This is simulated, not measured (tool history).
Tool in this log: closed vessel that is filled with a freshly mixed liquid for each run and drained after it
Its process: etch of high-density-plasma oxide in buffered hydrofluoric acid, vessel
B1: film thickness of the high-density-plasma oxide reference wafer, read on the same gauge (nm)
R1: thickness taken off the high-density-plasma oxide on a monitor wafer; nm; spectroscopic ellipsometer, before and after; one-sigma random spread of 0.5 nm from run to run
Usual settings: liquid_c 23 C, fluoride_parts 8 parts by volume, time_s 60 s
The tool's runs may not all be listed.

run 1 hour=0 | liquid_c=23 fluoride_parts=8 time_s=70 | B1=79.99 | R1=113.28
run 2 hour=17 | liquid_c=23 fluoride_parts=8 time_s=70 | B1=79.99 | R1=114.68
run 3 hour=29.5 | liquid_c=23 fluoride_parts=8 time_s=70 | B1=79.99 | R1=113.48
run 4 hour=36.9 | liquid_c=23 fluoride_parts=8 time_s=45 | B1=80.02 | R1=73.09
-- hour=40.5 thermometer replaced
run 5 hour=44 | liquid_c=23 fluoride_parts=8 time_s=45 | B1=80 | R1=63.95
run 6 hour=57.6 | liquid_c=20.5 fluoride_parts=8 time_s=60 | B1=80.02 | R1=74.2
run 7 hour=71.3 | liquid_c=23 fluoride_parts=8 time_s=60 | B1=80 | R1=85.4
run 8 hour=84.5 | liquid_c=23 fluoride_parts=8 time_s=60 | B1=79.96 | R1=85.89
run 9 hour=101.4 | liquid_c=23 fluoride_parts=8 time_s=60 | B1=80.01 | R1=85.22
run 10 hour=118.3 | liquid_c=23 fluoride_parts=8 time_s=60 | B1=80.03 | R1=84.75
run 11 hour=131.6 | liquid_c=23 fluoride_parts=8 time_s=60 | B1=80 | R1=84.98
run 12 hour=148.1 | liquid_c=23 fluoride_parts=11 time_s=60 | B1=79.97 | R1=64.6
run 13 hour=156.1 | liquid_c=26 fluoride_parts=9 time_s=90 | B1=80 | R1=138.77
run 14 hour=162.9 | liquid_c=23 fluoride_parts=8 time_s=60 | B1=80 | R1=85.37
run 15 hour=180.1 | liquid_c=19 fluoride_parts=8 time_s=75 | B1=80 | R1=84.07
run 16 hour=194 | liquid_c=23 fluoride_parts=8 time_s=60 | B1=80.01 | R1=85.45
-- hour=221.1 hydrofluoric acid flow meter replaced
run 17 hour=237.2 | liquid_c=26.5 fluoride_parts=9 time_s=90 | B1=80.03 | R1=152.38
run 18 hour=249.6 | liquid_c=21 fluoride_parts=8 time_s=60 | B1=79.98 | R1=85.05
run 19 hour=260.5 | liquid_c=19 fluoride_parts=9.5 time_s=60 | B1=80.01 | R1=65.74
run 20 hour=270.7 | liquid_c=23 fluoride_parts=7 time_s=90 | B1=80 | R1=164.25
run 21 hour=282.5 | liquid_c=23 fluoride_parts=9 time_s=70 | B1=80.01 | R1=98.64
run 22 hour=298.7 | liquid_c=19 fluoride_parts=8 time_s=75 | B1=79.97 | R1=96.25
-- hour=311.3 gauge calibrated
run 23 hour=315.8 | liquid_c=24.5 fluoride_parts=8 time_s=40 | B1=80.01 | R1=68.85
run 24 hour=332.7 | liquid_c=18 fluoride_parts=8 time_s=95 | B1=80.01 | R1=114.97
run 25 hour=346.2 | liquid_c=20 fluoride_parts=9.5 time_s=60 | B1=79.98 | R1=69.05
run 26 hour=357.5 | liquid_c=23 fluoride_parts=6.5 time_s=60 | B1=79.99 | R1=117.71
run 27 hour=365.6 | liquid_c=23 fluoride_parts=8 time_s=60 | B1=80 | R1=95.32
run 28 hour=375.1 | liquid_c=23 fluoride_parts=8 time_s=45 | B1=80 | R1=71.92
run 29 hour=389.1 | liquid_c=23 fluoride_parts=6.5 time_s=60 | B1=80.01 | R1=117.58
run 30 hour=431.2 | liquid_c=21.5 fluoride_parts=11 time_s=30 | B1=80.01 | R1=32.85
run 31 hour=445 | liquid_c=19.5 fluoride_parts=8 time_s=60 | B1=80.02 | R1=78.59

Below, each run's measurement less what the same run would have read without the hidden state. Both values contain the same run-to-run variation, but the gauge's scatter may not be the same in both:
The hidden state here: liquid hotter than its thermometer reads (K); hydrofluoric acid flow below the setpoint (%); gauge reads high (%).
run=1 R1=+4.87
run=2 R1=+4.88
run=3 R1=+4.81
run=4 R1=+3.1
run=5 R1=-6.44
run=6 R1=-7.49
run=7 R1=-8.67
run=8 R1=-8.74
run=9 R1=-8.7
run=10 R1=-8.65
run=11 R1=-8.7
run=12 R1=-5.8
run=13 R1=-7.06
run=14 R1=-8.77
run=15 R1=-8.62
run=16 R1=-8.85
run=17 R1=+3.34
run=18 R1=+1.72
run=19 R1=+1.55
run=20 R1=+3.26
run=21 R1=+2.29
run=22 R1=+1.94
run=23 R1=+1.33
run=24 R1=+2.32
run=25 R1=+1.7
run=26 R1=+2.52
run=27 R1=+1.82
run=28 R1=+1.37
run=29 R1=+2.54
run=30 R1=+0.66
run=31 R1=+1.47
